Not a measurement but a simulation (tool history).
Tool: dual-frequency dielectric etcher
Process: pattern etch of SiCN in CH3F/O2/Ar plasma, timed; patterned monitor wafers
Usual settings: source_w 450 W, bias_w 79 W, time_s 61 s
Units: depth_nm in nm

run     day  source_w  bias_w  time_s  read-back reference wafer on the same gauge, depth_nm  depth_nm
  1       0       450      93      61                                                  29.22     26.34
  2   0.633       450      79      61                                                  29.19     24.09
  3   1.833       450      79      61                                                  29.21     24.08
      2.579  -- bias power generator calibrated
      2.988  -- gauge calibrated
  4   3.271       450      79    72.5                                                   29.2     28.47
  5   4.708       450      79    72.5                                                  29.21     28.43
  6   5.708       450      79      52                                                   29.2     20.04
  7   6.708       450      79      61                                                  29.21     23.64
  8   7.417       450      79      61                                                  29.18     23.73
      8.521  -- upper electrode replaced
  9   8.542       450      79      61                                                  29.21     23.35
 10   9.079       450      60    71.5                                                  29.22     23.27
     10.054  -- source power generator calibrated
 11  10.371       450      79      61                                                  29.19     23.45
 12  12.117       340      79      61                                                  29.18     20.94
 13  13.596       450      79      76                                                  29.17     29.13
     15.129  -- wet clean of the chamber
 14   15.15       510      94      71                                                  29.18     33.17
 15  15.233       380      79      61                                                  29.17     22.71
 16  16.062       350      79      61                                                  29.24     21.96
 17  17.217       450      79      61                                                  29.15     24.38
 18  18.308       450      79      61                                                  29.19     24.34
 19  19.629       450      67      61                                                  29.21      21.9
 20  20.696       450      79      61                                                   29.2      24.3
 21  21.938       450      79      61                                                   29.2      24.2
 22    23.2       420      69    66.5                                                  29.17     23.71
 23  24.529       400      97    52.5                                                   29.2     22.01
 24  26.254       450      79      48                                                  29.18     18.71
 25  27.388       480      98      61                                                   29.2     27.62
 26  28.254       510      94      72                                                  29.18     32.21
 27  29.258       390      79      61                                                  29.21     22.39
 28  30.654       450      93      45                                                  29.21        19
 29  31.433       390      89      61                                                  29.22     23.78

Forecast run 30:
 30  31.958       370      73    50.5                                                      ?         ?

Run 30 gave read-back reference wafer on the same gauge, depth_nm 29.2, depth_nm 17.1 nm.
Without the tool's hidden state the same run would have given depth_nm 17.89 nm.

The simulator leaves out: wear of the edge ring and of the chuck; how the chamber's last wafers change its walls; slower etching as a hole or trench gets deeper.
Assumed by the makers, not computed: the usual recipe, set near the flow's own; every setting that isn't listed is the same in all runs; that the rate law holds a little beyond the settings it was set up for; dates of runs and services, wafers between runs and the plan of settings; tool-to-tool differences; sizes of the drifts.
